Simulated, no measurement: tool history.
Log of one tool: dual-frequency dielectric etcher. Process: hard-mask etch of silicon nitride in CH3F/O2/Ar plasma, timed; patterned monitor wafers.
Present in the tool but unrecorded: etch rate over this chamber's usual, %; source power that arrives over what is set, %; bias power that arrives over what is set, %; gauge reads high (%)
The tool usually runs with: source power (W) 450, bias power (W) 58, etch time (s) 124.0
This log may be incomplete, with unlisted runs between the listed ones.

| run | hour | source power (W) | bias power (W) | etch time (s) | wafers since the last listed run | hours since the last wet clean | hours since the last source power generator calibration | hours since the last bias power generator calibration | hours since the last upper electrode change | hours since the gauge calibration | read-back reference wafer on the same gauge, depth_nm | mean etch depth across the wafer (angstrom) |
|---|---|---|---|---|---|---|---|---|---|---|---|---|
| 1 | 0.0 | 450 | 58 | 124.0 | 0 | 307.7 | 1133.2 | 3143.4 | 4246.1 | 2695.1 | 87.6 | 824 |
|  | 103.9 | upper electrode replaced |
| 2 | 104.4 | 450 | 58 | 124.0 | 908 | 412.1 | 1237.6 | 3247.8 | 0.5 | 2799.5 | 87.5 | 823 |
| 3 | 197.9 | 450 | 58 | 124.0 | 1056 | 505.6 | 1331.1 | 3341.3 | 94.0 | 2893.0 | 87.5 | 824 |
| 4 | 302.5 | 450 | 58 | 108.5 | 1181 | 610.2 | 1435.7 | 3445.9 | 198.6 | 2997.6 | 87.5 | 719 |
| 5 | 387.6 | 450 | 58 | 108.5 | 961 | 695.3 | 1520.8 | 3531.0 | 283.7 | 3082.7 | 87.5 | 721 |
|  | 423.8 | wet clean of the chamber |
| 6 | 522.5 | 450 | 58 | 124.0 | 1253 | 98.7 | 1655.7 | 3665.9 | 418.6 | 3217.6 | 87.5 | 831 |
| 7 | 565.9 | 450 | 58 | 124.0 | 490 | 142.1 | 1699.1 | 3709.3 | 462.0 | 3261.0 | 87.5 | 828 |
| 8 | 658.2 | 500 | 58 | 124.0 | 1042 | 234.4 | 1791.4 | 3801.6 | 554.3 | 3353.3 | 87.5 | 871 |
| 9 | 738.3 | 500 | 58 | 124.0 | 905 | 314.5 | 1871.5 | 3881.7 | 634.4 | 3433.4 | 87.5 | 871 |
| 10 | 790.6 | 530 | 63 | 124.0 | 590 | 366.8 | 1923.8 | 3934.0 | 686.7 | 3485.7 | 87.5 | 915 |
|  | 860.6 | bias power generator calibrated |
| 11 | 896.1 | 410 | 50 | 136.5 | 1146 | 472.3 | 2029.3 | 35.5 | 792.2 | 3591.2 | 87.5 | 832 |
| 12 | 936.8 | 450 | 58 | 124.0 | 459 | 513.0 | 2070.0 | 76.2 | 832.9 | 3631.9 | 87.5 | 825 |
| 13 | 977.1 | 450 | 58 | 124.0 | 455 | 553.3 | 2110.3 | 116.5 | 873.2 | 3672.2 | 87.5 | 827 |
|  | 1027.5 | source power generator calibrated |
| 14 | 1082.3 | 480 | 62 | 96.0 | 1143 | 658.5 | 54.8 | 221.7 | 978.4 | 3777.4 | 87.5 | 672 |
| 15 | 1120.2 | 450 | 58 | 124.0 | 428 | 696.4 | 92.7 | 259.6 | 1016.3 | 3815.3 | 87.5 | 829 |
|  | 1196.5 | wet clean of the chamber |
| 16 | 1201.3 | 530 | 63 | 124.0 | 645 | 4.8 | 173.8 | 340.7 | 1097.4 | 3896.4 | 87.5 | 911 |
| 17 | 1467.7 | 480 | 46 | 155.0 | 3010 | 271.2 | 440.2 | 607.1 | 1363.8 | 4162.8 | 87.5 | 1018 |
|  | 1497.2 | gauge calibrated |
| 18 | 1521.1 | 450 | 58 | 124.0 | 603 | 324.6 | 493.6 | 660.5 | 1417.2 | 23.9 | 87.5 | 824 |

Predict the results of run 19:
| 19 | 1571.6 | 370 | 58 | 142.5 | 570 | 375.1 | 544.1 | 711.0 | 1467.7 | 74.4 | ? | ? |

read-back reference wafer on the same gauge, depth_nm: 87.5
mean etch depth across the wafer (angstrom): 854
On a tool with no hidden condition, and with the same random variation, this run would have come out at mean etch depth across the wafer (angstrom) 854.

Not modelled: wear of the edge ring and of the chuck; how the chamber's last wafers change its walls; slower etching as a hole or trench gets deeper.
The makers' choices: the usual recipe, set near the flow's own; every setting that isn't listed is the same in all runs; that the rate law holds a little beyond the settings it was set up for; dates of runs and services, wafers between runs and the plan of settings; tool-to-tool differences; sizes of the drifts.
